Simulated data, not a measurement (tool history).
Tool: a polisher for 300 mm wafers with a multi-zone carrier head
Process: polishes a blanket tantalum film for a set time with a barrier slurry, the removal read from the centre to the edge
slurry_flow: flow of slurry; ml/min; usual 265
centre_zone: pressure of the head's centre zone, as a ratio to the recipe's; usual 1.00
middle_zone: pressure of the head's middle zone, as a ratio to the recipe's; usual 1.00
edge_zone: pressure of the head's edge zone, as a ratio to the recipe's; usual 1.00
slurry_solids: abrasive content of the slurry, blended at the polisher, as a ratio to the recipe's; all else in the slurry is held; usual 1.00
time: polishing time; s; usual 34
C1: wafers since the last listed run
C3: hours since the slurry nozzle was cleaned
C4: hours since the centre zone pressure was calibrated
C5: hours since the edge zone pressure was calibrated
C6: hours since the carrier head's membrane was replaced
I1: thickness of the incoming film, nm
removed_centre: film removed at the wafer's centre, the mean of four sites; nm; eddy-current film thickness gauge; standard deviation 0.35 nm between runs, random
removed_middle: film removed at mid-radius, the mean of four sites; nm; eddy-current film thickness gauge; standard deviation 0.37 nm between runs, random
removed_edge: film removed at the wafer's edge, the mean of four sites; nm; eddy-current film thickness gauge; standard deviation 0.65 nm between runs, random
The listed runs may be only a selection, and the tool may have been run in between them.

{"run": 1, "hour": 0.0, "slurry_flow": 230, "centre_zone": 1.0, "middle_zone": 1.0, "edge_zone": 1.0, "slurry_solids": 1.0, "time": 34, "C1": 0, "wafers polished on this pad": 1350, "C3": 68.4, "C4": 991.1, "C5": 585.1, "C6": 976.2, "I1": 403.5, "removed_centre": 51.0, "removed_middle": 50.8, "removed_edge": 51.7}
{"run": 2, "hour": 71.9, "slurry_flow": 230, "centre_zone": 1.0, "middle_zone": 1.0, "edge_zone": 1.0, "slurry_solids": 1.0, "time": 34, "C1": 637, "wafers polished on this pad": 1987, "C3": 140.3, "C4": 1063.0, "C5": 657.0, "C6": 1048.1, "I1": 405.7, "removed_centre": 51.5, "removed_middle": 51.0, "removed_edge": 51.7}
{"hour": 78.3, "done": "carrier head's membrane replaced by a new one"}
{"run": 3, "hour": 129.3, "slurry_flow": 330, "centre_zone": 1.0, "middle_zone": 1.0, "edge_zone": 1.0, "slurry_solids": 1.0, "time": 26, "C1": 464, "wafers polished on this pad": 2451, "C3": 197.7, "C4": 1120.4, "C5": 714.4, "C6": 51.0, "I1": 407.8, "removed_centre": 40.5, "removed_middle": 41.0, "removed_edge": 40.9}
{"hour": 139.2, "done": "edge zone pressure recalibrated"}
{"run": 4, "hour": 161.5, "slurry_flow": 330, "centre_zone": 1.0, "middle_zone": 1.0, "edge_zone": 1.0, "slurry_solids": 1.0, "time": 26, "C1": 267, "wafers polished on this pad": 2719, "C3": 229.9, "C4": 1152.6, "C5": 22.3, "C6": 83.2, "I1": 404.1, "removed_centre": 40.8, "removed_middle": 41.5, "removed_edge": 40.2}
{"hour": 167.6, "done": "worn pad replaced by a new one"}
{"run": 5, "hour": 188.9, "slurry_flow": 310, "centre_zone": 1.0, "middle_zone": 1.0, "edge_zone": 0.94, "slurry_solids": 1.0, "time": 34, "C1": 207, "wafers polished on this pad": 188, "C3": 257.3, "C4": 1180.0, "C5": 49.7, "C6": 110.6, "I1": 401.9, "removed_centre": 53.3, "removed_middle": 52.5, "removed_edge": 52.1}
{"hour": 226.9, "done": "slurry nozzle cleaned"}
{"run": 6, "hour": 258.7, "slurry_flow": 310, "centre_zone": 1.0, "middle_zone": 1.0, "edge_zone": 0.94, "slurry_solids": 1.0, "time": 34, "C1": 609, "wafers polished on this pad": 798, "C3": 31.8, "C4": 1249.8, "C5": 119.5, "C6": 180.4, "I1": 397.5, "removed_centre": 52.6, "removed_middle": 53.0, "removed_edge": 52.3}
{"hour": 286.0, "done": "centre zone pressure recalibrated"}
{"run": 7, "hour": 313.9, "slurry_flow": 310, "centre_zone": 1.0, "middle_zone": 1.0, "edge_zone": 0.94, "slurry_solids": 1.0, "time": 34, "C1": 471, "wafers polished on this pad": 1270, "C3": 87.0, "C4": 27.9, "C5": 174.7, "C6": 235.6, "I1": 406.1, "removed_centre": 52.4, "removed_middle": 52.8, "removed_edge": 52.2}
{"run": 8, "hour": 343.8, "slurry_flow": 265, "centre_zone": 1.0, "middle_zone": 0.89, "edge_zone": 1.0, "slurry_solids": 1.0, "time": 34, "C1": 264, "wafers polished on this pad": 1535, "C3": 116.9, "C4": 57.8, "C5": 204.6, "C6": 265.5, "I1": 399.8, "removed_centre": 52.2, "removed_middle": 47.0, "removed_edge": 53.2}
{"run": 9, "hour": 396.9, "slurry_flow": 265, "centre_zone": 1.0, "middle_zone": 1.0, "edge_zone": 1.0, "slurry_solids": 1.0, "time": 34, "C1": 470, "wafers polished on this pad": 2005, "C3": 170.0, "C4": 110.9, "C5": 257.7, "C6": 318.6, "I1": 402.0, "removed_centre": 52.1, "removed_middle": 51.6, "removed_edge": 52.8}
{"run": 10, "hour": 462.8, "slurry_flow": 265, "centre_zone": 0.94, "middle_zone": 0.94, "edge_zone": 1.0, "slurry_solids": 0.8, "time": 34, "C1": 583, "wafers polished on this pad": 2589, "C3": 235.9, "C4": 176.8, "C5": 323.6, "C6": 384.5, "I1": 397.7, "removed_centre": 46.1, "removed_middle": 46.7, "removed_edge": 51.3}
{"run": 11, "hour": 491.7, "slurry_flow": 220, "centre_zone": 1.0, "middle_zone": 0.88, "edge_zone": 1.0, "slurry_solids": 1.0, "time": 34, "C1": 256, "wafers polished on this pad": 2845, "C3": 264.8, "C4": 205.7, "C5": 352.5, "C6": 413.4, "I1": 399.3, "removed_centre": 50.0, "removed_middle": 45.8, "removed_edge": 51.2}
{"hour": 514.8, "done": "worn pad replaced by a new one"}
{"run": 12, "hour": 545.4, "slurry_flow": 265, "centre_zone": 1.07, "middle_zone": 1.0, "edge_zone": 1.0, "slurry_solids": 1.0, "time": 34, "C1": 440, "wafers polished on this pad": 271, "C3": 318.5, "C4": 259.4, "C5": 406.2, "C6": 467.1, "I1": 400.9, "removed_centre": 55.8, "removed_middle": 51.9, "removed_edge": 53.7}
{"hour": 561.7, "done": "slurry nozzle cleaned"}
{"run": 13, "hour": 605.5, "slurry_flow": 230, "centre_zone": 1.0, "middle_zone": 1.0, "edge_zone": 1.0, "slurry_solids": 1.0, "time": 34, "C1": 523, "wafers polished on this pad": 795, "C3": 43.8, "C4": 319.5, "C5": 466.3, "C6": 527.2, "I1": 396.5, "removed_centre": 51.1, "removed_middle": 50.9, "removed_edge": 51.7}
{"run": 14, "hour": 638.0, "slurry_flow": 265, "centre_zone": 1.0, "middle_zone": 1.0, "edge_zone": 1.0, "slurry_solids": 1.0, "time": 45, "C1": 288, "wafers polished on this pad": 1083, "C3": 76.3, "C4": 352.0, "C5": 498.8, "C6": 559.7, "I1": 399.3, "removed_centre": 68.7, "removed_middle": 69.2, "removed_edge": 69.3}
{"run": 15, "hour": 690.5, "slurry_flow": 265, "centre_zone": 1.0, "middle_zone": 1.0, "edge_zone": 1.0, "slurry_solids": 1.0, "time": 34, "C1": 465, "wafers polished on this pad": 1548, "C3": 128.8, "C4": 404.5, "C5": 551.3, "C6": 612.2, "I1": 394.6, "removed_centre": 52.1, "removed_middle": 52.1, "removed_edge": 52.5}
{"run": 16, "hour": 716.3, "slurry_flow": 265, "centre_zone": 1.0, "middle_zone": 1.0, "edge_zone": 1.0, "slurry_solids": 1.25, "time": 34, "C1": 228, "wafers polished on this pad": 1777, "C3": 154.6, "C4": 430.3, "C5": 577.1, "C6": 638.0, "I1": 393.9, "removed_centre": 54.1, "removed_middle": 54.8, "removed_edge": 55.8}
{"run": 17, "hour": 766.5, "slurry_flow": 265, "centre_zone": 1.0, "middle_zone": 1.0, "edge_zone": 0.93, "slurry_solids": 1.0, "time": 40, "C1": 444, "wafers polished on this pad": 2222, "C3": 204.8, "C4": 480.5, "C5": 627.3, "C6": 688.2, "I1": 401.9, "removed_centre": 61.2, "removed_middle": 60.7, "removed_edge": 58.8}
{"run": 18, "hour": 824.5, "slurry_flow": 265, "centre_zone": 1.1, "middle_zone": 1.0, "edge_zone": 1.0, "slurry_solids": 1.25, "time": 34, "C1": 513, "wafers polished on this pad": 2735, "C3": 262.8, "C4": 538.5, "C5": 685.3, "C6": 746.2, "I1": 397.9, "removed_centre": 59.9, "removed_middle": 54.8, "removed_edge": 54.8}
{"hour": 845.5, "done": "worn pad replaced by a new one"}
{"hour": 851.6, "done": "edge zone pressure recalibrated"}
{"run": 19, "hour": 881.1, "slurry_flow": 265, "centre_zone": 1.09, "middle_zone": 1.0, "edge_zone": 1.0, "slurry_solids": 1.2, "time": 34, "C1": 448, "wafers polished on this pad": 297, "C3": 319.4, "C4": 595.1, "C5": 29.5, "C6": 802.8, "I1": 403.4, "removed_centre": 59.3, "removed_middle": 54.2, "removed_edge": 56.1}
{"hour": 912.9, "done": "slurry nozzle cleaned"}
{"run": 20, "hour": 1087.3, "slurry_flow": 290, "centre_zone": 1.0, "middle_zone": 1.0, "edge_zone": 1.0, "slurry_solids": 1.0, "time": 25, "C1": 1818, "wafers polished on this pad": 2115, "C3": 174.4, "C4": 801.3, "C5": 235.7, "C6": 1009.0, "I1": 403.9, "removed_centre": 38.4, "removed_middle": 38.8, "removed_edge": 39.4}
{"hour": 1120.1, "done": "worn pad replaced by a new one"}
{"run": 21, "hour": 1134.7, "slurry_flow": 325, "centre_zone": 1.04, "middle_zone": 1.0, "edge_zone": 0.9, "slurry_solids": 1.0, "time": 44, "C1": 384, "wafers polished on this pad": 128, "C3": 221.8, "C4": 848.7, "C5": 283.1, "C6": 1056.4, "I1": 398.5, "removed_centre": 72.5, "removed_middle": 69.5, "removed_edge": 66.4}
{"run": 22, "hour": 1170.4, "slurry_flow": 265, "centre_zone": 1.0, "middle_zone": 1.0, "edge_zone": 1.0, "slurry_solids": 1.0, "time": 34, "C1": 316, "wafers polished on this pad": 445, "C3": 257.5, "C4": 884.4, "C5": 318.8, "C6": 1092.1, "I1": 397.6, "removed_centre": 51.8, "removed_middle": 52.1, "removed_edge": 53.6}

3 options for the next run, each taken on its own from the tool as it stands now. Forecast them:
{"run": "A", "hour": 1170.8, "slurry_flow": 265, "centre_zone": 1.0, "middle_zone": 1.06, "edge_zone": 1.0, "slurry_solids": 1.0, "time": 34, "C1": 3, "wafers polished on this pad": 448, "C3": 257.9, "C4": 884.8, "C5": 319.2, "C6": 1092.5, "I1": 403.5, "removed_centre": "?", "removed_middle": "?", "removed_edge": "?"}
{"run": "B", "hour": 1170.8, "slurry_flow": 265, "centre_zone": 1.0, "middle_zone": 1.07, "edge_zone": 1.0, "slurry_solids": 1.0, "time": 34, "C1": 3, "wafers polished on this pad": 448, "C3": 257.9, "C4": 884.8, "C5": 319.2, "C6": 1092.5, "I1": 403.5, "removed_centre": "?", "removed_middle": "?", "removed_edge": "?"}
{"run": "C", "hour": 1170.8, "slurry_flow": 265, "centre_zone": 1.0, "middle_zone": 1.12, "edge_zone": 1.0, "slurry_solids": 0.9, "time": 34, "C1": 3, "wafers polished on this pad": 448, "C3": 257.9, "C4": 884.8, "C5": 319.2, "C6": 1092.5, "I1": 403.5, "removed_centre": "?", "removed_middle": "?", "removed_edge": "?"}

run=A removed_centre=51.9 removed_middle=54.2 removed_edge=53.9
run=B removed_centre=51.9 removed_middle=54.7 removed_edge=53.9
run=C removed_centre=50.6 removed_middle=55.4 removed_edge=52.5
Without the tool's unlogged condition, the same runs would have read:
run=A removed_centre=51.9 removed_middle=54.2 removed_edge=53.9
run=B removed_centre=51.9 removed_middle=54.7 removed_edge=53.9
run=C removed_centre=50.6 removed_middle=55.4 removed_edge=52.5
